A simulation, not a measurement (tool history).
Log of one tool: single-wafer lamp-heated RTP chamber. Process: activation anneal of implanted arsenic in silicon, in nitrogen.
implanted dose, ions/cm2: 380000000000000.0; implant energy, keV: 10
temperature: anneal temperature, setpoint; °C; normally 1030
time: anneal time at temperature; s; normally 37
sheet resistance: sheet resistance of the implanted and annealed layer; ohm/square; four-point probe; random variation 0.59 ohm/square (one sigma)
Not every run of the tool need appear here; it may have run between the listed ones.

| run | hour | temperature | time | read-back reference wafer on the same gauge, sheet resistance | sheet resistance |
|---|---|---|---|---|---|
| 1 | 0 | 1023 | 37 | 323.02 | 275.95 |
| 2 | 81.2 | 1030 | 20 | 323.16 | 281.08 |
| 3 | 187.1 | 1030 | 20 | 322.97 | 280.53 |
|  | 247.2 | pyrometer window cleaned and pyrometer calibrated |
| 4 | 260 | 1011 | 37 | 323.07 | 280.71 |
|  | 309.3 | reflector plate cleaned |
| 5 | 325.7 | 1011 | 37 | 323.1 | 282.86 |
| 6 | 422.2 | 1012 | 37 | 322.77 | 280.17 |
| 7 | 507 | 1012 | 37 | 322.75 | 279.81 |
| 8 | 568.9 | 1012 | 37 | 322.93 | 278.73 |
|  | 588.3 | pyrometer window cleaned and pyrometer calibrated |
| 9 | 612.1 | 1030 | 52 | 323.17 | 268.1 |
| 10 | 702.8 | 1030 | 37 | 323.07 | 272.86 |
| 11 | 803.7 | 1030 | 37 | 322.94 | 271.16 |
|  | 860.6 | reflector plate cleaned |
|  | 945.4 | pyrometer window cleaned and pyrometer calibrated |
|  | 1008.1 | gauge calibrated |
| 12 | 1013.8 | 1030 | 47 | 322.96 | 270.48 |
| 13 | 1069.9 | 1059 | 37 | 322.98 | 262.86 |
| 14 | 1159.1 | 1030 | 20 | 323.08 | 282 |
|  | 1254.1 | pyrometer window cleaned and pyrometer calibrated |
| 15 | 1254.6 | 1011 | 37 | 322.92 | 281.89 |
| 16 | 1302.3 | 1042 | 52 | 322.96 | 264.59 |
| 17 | 1351.3 | 1039 | 17 | 323.19 | 281.41 |
|  | 1408.3 | reflector plate cleaned |
| 18 | 1450.3 | 1006 | 16 | 323.03 | 293.5 |
| 19 | 1542.2 | 1030 | 50 | 323.18 | 266.61 |
|  | 1575.5 | pyrometer window cleaned and pyrometer calibrated |
| 20 | 1638.3 | 1013 | 18 | 322.92 | 291.16 |
| 21 | 1720 | 1049 | 51 | 323.03 | 259.04 |
| 22 | 1814 | 1030 | 37 | 323.17 | 271.64 |

Alternative continuations, all from the tool just after run 22; predict every row:
| A | 1814.4 | 1030 | 22 | ? | ? |
| B | 1814.4 | 1020 | 58 | ? | ? |
| C | 1814.4 | 1002 | 19 | ? | ? |

| run | read-back reference wafer on the same gauge, sheet resistance | sheet resistance |
|---|---|---|
| A | 322.89 | 279.62 |
| B | 322.89 | 267.64 |
| C | 322.89 | 290.41 |
Without the tool's hidden state the same runs would have given:
| run | sheet resistance |
|---|---|
| A | 286.2 |
| B | 275.39 |
| C | 295.29 |
